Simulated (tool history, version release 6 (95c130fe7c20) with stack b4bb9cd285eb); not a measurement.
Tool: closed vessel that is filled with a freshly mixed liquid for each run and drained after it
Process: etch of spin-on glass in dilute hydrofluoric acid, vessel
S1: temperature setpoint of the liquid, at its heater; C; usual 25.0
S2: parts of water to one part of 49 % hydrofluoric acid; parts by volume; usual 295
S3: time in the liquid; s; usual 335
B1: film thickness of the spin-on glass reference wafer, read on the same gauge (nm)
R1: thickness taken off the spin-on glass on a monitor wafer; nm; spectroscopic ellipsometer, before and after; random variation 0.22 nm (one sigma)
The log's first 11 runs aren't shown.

run	hour	S1	S2	S3	B1	R1
# hour 1061.5: gauge calibrated
12	1115.6	22.5	295	335	60.02	34.84
13	1220.6	23.0	355	335	60.03	28.01
14	1297.9	29.5	340	335	60.03	36.09
15	1404.9	25.0	295	335	60.00	37.41
16	1495.0	28.0	430	515	60.00	38.50
17	1536.5	25.0	380	335	60.01	26.88
18	1625.8	25.0	295	335	60.03	37.65
19	1712.1	23.5	395	475	59.99	34.49
20	1777.0	22.5	295	335	59.97	34.65
21	1839.4	25.0	295	335	59.97	37.82
22	1924.7	25.0	385	495	59.98	38.70
# hour 1943.7: thermometer replaced
# hour 2141.5: hydrofluoric acid flow meter replaced
23	2172.2	25.0	380	500	59.98	41.01
24	2210.6	25.0	190	145	59.99	28.64
25	2277.3	29.0	240	335	59.99	57.01
26	2354.4	25.0	295	335	60.02	38.38
27	2447.7	29.0	180	495	59.99	120.30
28	2533.3	25.0	295	335	59.98	37.85
29	2625.1	20.0	335	335	59.99	26.97
30	2707.4	25.0	295	335	59.99	37.96
31	2780.1	23.5	295	515	60.02	55.41
32	2860.9	26.5	430	535	60.00	38.50
33	2967.3	22.5	295	410	60.00	42.08
34	3013.4	25.0	295	335	60.00	37.89

3 ways to go on from here, each from the tool as it stands after run 34. What would each give?
A	3014.1	25.0	295	335	?	?
B	3014.1	20.5	400	155	?	?
C	3014.1	27.0	215	260	?	?

run	B1	R1
A	60.01	37.82
B	60.01	10.04
C	60.01	47.05
Without the tool's hidden state the same runs would have given:
run	R1
A	38.57
B	10.24
C	47.94
